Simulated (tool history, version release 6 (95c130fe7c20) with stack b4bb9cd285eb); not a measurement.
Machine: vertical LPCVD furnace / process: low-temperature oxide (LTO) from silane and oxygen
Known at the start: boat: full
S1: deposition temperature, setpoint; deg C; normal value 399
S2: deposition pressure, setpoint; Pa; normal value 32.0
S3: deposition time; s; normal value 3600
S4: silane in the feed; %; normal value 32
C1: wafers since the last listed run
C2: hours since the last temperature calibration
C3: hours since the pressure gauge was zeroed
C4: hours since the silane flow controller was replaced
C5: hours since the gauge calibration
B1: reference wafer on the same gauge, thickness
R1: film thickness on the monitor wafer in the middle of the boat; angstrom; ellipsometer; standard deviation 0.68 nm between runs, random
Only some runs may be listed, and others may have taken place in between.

Run 1, day 0.000: usual settings but S2 28.7 Pa; C1 0; C2 2871.3; C3 3171.5; C4 5904.0; C5 50.2; B1 436.94. Result: R1 4073.8 angstrom.
Run 2, day 0.508: usual settings; C1 236; C2 2883.5; C3 3183.7; C4 5916.2; C5 62.4; B1 437.01. Result: R1 4547.0 angstrom.
Run 3, day 1.071: usual settings; C1 261; C2 2897.0; C3 3197.2; C4 5929.7; C5 75.9; B1 436.99. Result: R1 4548.0 angstrom.
Run 4, day 2.296: usual settings but S2 38.0 Pa; C1 568; C2 2926.4; C3 3226.6; C4 5959.1; C5 105.3; B1 436.97. Result: R1 5394.0 angstrom.
Run 5, day 2.662: usual settings but S2 38.0 Pa; C1 170; C2 2935.2; C3 3235.4; C4 5967.9; C5 114.1; B1 437.06. Result: R1 5397.5 angstrom.
At day 3.942: pressure gauge zeroed.
Run 6, day 3.962: usual settings; C1 139; C2 2966.4; C3 0.5; C4 5999.1; C5 145.3; B1 437.03. Result: R1 4536.7 angstrom.
Run 7, day 4.154: usual settings; C1 88; C2 2971.0; C3 5.1; C4 6003.7; C5 149.9; B1 437.02. Result: R1 4550.0 angstrom.
Run 8, day 4.346: usual settings but S4 35 %; C1 88; C2 2975.6; C3 9.7; C4 6008.3; C5 154.5; B1 437.02. Result: R1 5148.5 angstrom.
At day 5.708: gauge calibrated.
At day 5.771: silane flow controller replaced.
At day 6.462: thermocouples replaced and temperature profile calibrated.
Run 9, day 6.483: usual settings but S4 35 %; C1 207; C2 0.5; C3 61.0; C4 17.1; C5 18.6; B1 437.01. Result: R1 5163.1 angstrom.
Run 10, day 6.675: usual settings but S2 39.3 Pa; C1 88; C2 5.1; C3 65.6; C4 21.7; C5 23.2; B1 437.06. Result: R1 5583.3 angstrom.
Run 11, day 6.871: usual settings but S1 388 deg C, S2 24.0 Pa, S3 4140 s; C1 90; C2 9.8; C3 70.3; C4 26.4; C5 27.9; B1 437.14. Result: R1 3432.5 angstrom.
Run 12, day 7.062: usual settings but S1 394 deg C, S2 24.7 Pa, S3 4890 s, S4 26 %; C1 88; C2 14.4; C3 74.9; C4 31.0; C5 32.5; B1 436.91. Result: R1 3288.9 angstrom.
Run 13, day 7.254: usual settings but S2 28.7 Pa; C1 88; C2 19.0; C3 79.5; C4 35.6; C5 37.1; B1 436.95. Result: R1 4074.3 angstrom.
Run 14, day 7.467: usual settings; C1 98; C2 24.1; C3 84.6; C4 40.7; C5 42.2; B1 437.08. Result: R1 4566.3 angstrom.
Run 15, day 8.054: usual settings but S2 26.7 Pa, S4 27 %; C1 272; C2 38.2; C3 98.7; C4 54.8; C5 56.3; B1 437.07. Result: R1 2955.6 angstrom.
Run 16, day 8.342: usual settings but S1 408 deg C, S3 5010 s; C1 133; C2 45.1; C3 105.6; C4 61.7; C5 63.2; B1 437.03. Result: R1 7015.4 angstrom.
Run 17, day 8.900: usual settings but S1 404 deg C, S2 37.3 Pa, S3 4560 s; C1 259; C2 58.5; C3 119.0; C4 75.1; C5 76.6; B1 436.98. Result: R1 7121.7 angstrom.
Run 18, day 9.317: usual settings but S1 394 deg C, S2 28.0 Pa; C1 193; C2 68.5; C3 129.0; C4 85.1; C5 86.6; B1 436.83. Result: R1 3753.9 angstrom.
Run 19, day 9.962: usual settings but S2 34.7 Pa, S3 2940 s, S4 37 %; C1 299; C2 84.0; C3 144.5; C4 100.6; C5 102.1; B1 437.00. Result: R1 4897.3 angstrom.

5 ways to go on from here, each from the tool as it stands after run 19. What would each give?
Run A, day 10.158: usual settings but S1 395 deg C; C1 90; C2 88.7; C3 149.2; C4 105.3; C5 106.8; B1 ?. Result: R1 ?.
Run B, day 10.158: usual settings but S4 30 %; C1 90; C2 88.7; C3 149.2; C4 105.3; C5 106.8; B1 ?. Result: R1 ?.
Run C, day 10.158: usual settings but S1 389 deg C, S2 40.0 Pa, S3 4350 s, S4 26 %; C1 90; C2 88.7; C3 149.2; C4 105.3; C5 106.8; B1 ?. Result: R1 ?.
Run D, day 10.158: usual settings but S3 2850 s, S4 38 %; C1 90; C2 88.7; C3 149.2; C4 105.3; C5 106.8; B1 ?. Result: R1 ?.
Run E, day 10.158: usual settings but S1 405 deg C, S3 4200 s; C1 90; C2 88.7; C3 149.2; C4 105.3; C5 106.8; B1 ?. Result: R1 ?.

run      B1      R1
  A  436.96  4328.4
  B  436.96  4135.6
  C  436.96  4438.0
  D  436.96  4523.4
  E  436.96  5678.0
Take away the tool's hidden state, keep each run's random variation, and the runs would have read:
run      R1
  A  4328.4
  B  4135.6
  C  4438.0
  D  4523.4
  E  5678.0

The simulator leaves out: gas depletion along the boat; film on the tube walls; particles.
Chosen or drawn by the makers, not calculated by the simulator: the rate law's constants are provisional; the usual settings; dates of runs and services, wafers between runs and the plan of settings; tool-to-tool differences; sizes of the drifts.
